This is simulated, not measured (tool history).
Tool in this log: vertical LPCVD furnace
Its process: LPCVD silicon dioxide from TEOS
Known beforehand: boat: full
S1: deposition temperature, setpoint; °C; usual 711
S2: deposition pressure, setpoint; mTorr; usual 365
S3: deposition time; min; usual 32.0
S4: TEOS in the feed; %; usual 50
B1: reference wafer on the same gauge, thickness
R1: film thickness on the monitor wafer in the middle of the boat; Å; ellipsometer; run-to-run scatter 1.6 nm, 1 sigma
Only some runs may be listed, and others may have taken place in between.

run     day   S1   S2    S3  S4      B1      R1
  1   0.000  711  365  32.0  50  301.55  2925.6
  2   1.433  711  365  32.0  50  302.08  2913.0
  3   4.283  711  365  32.0  50  301.93  2940.2
  4   6.204  706  300  32.0  50  301.93  2382.2
  5   8.321  706  300  32.0  50  301.65  2386.8
  6  10.212  707  395  32.0  50  302.49  2802.8
  7  12.296  707  395  32.0  50  302.27  2798.3
  8  14.554  707  395  32.0  50  301.93  2815.2
  9  16.846  714  300  32.0  50  301.77  2913.8
 10  19.658  714  300  32.0  50  301.44  2926.3
 11  21.079  714  300  32.0  50  301.68  2919.0
     22.204  -- thermocouples replaced and temperature profile calibrated
 12  23.617  711  365  32.0  50  302.21  2774.5
 13  25.700  711  365  32.0  50  302.08  2774.5
 14  27.979  711  365  32.0  50  302.42  2748.2
 15  30.104  711  365  32.0  57  301.60  2906.7
 16  32.475  703  365  32.0  50  301.97  2292.7
 17  33.858  711  365  32.0  50  302.20  2743.7
 18  35.167  715  365  21.5  50  301.84  2026.7
 19  37.546  706  300  32.0  50  301.68  2240.5
     39.838  -- TEOS flow controller replaced
 20  39.858  711  365  32.0  57  300.91  2926.6
 21  41.179  708  365  24.0  50  301.62  1948.1
     41.404  -- gauge calibrated
 22  42.712  711  365  32.0  50  302.29  2749.6
 23  44.258  711  310  42.0  50  301.79  3373.4
     45.308  -- pressure gauge zeroed
 24  45.629  711  295  24.0  47  302.66  1812.3
 25  46.883  723  305  28.0  44  301.68  2725.1
 26  49.842  711  430  39.5  50  301.15  3739.1
 27  52.046  711  405  28.5  50  301.89  2613.7
 28  54.175  711  365  32.0  50  302.43  2784.9

For run 29, what comes out?
 29  56.262  702  405  32.0  50   ?   ?

{"run 29": {"B1": 301.89, "R1": 2390.4}}
If the tool had no hidden condition, the same run with the same run-to-run variation would have returned R1 2363.9 Å.
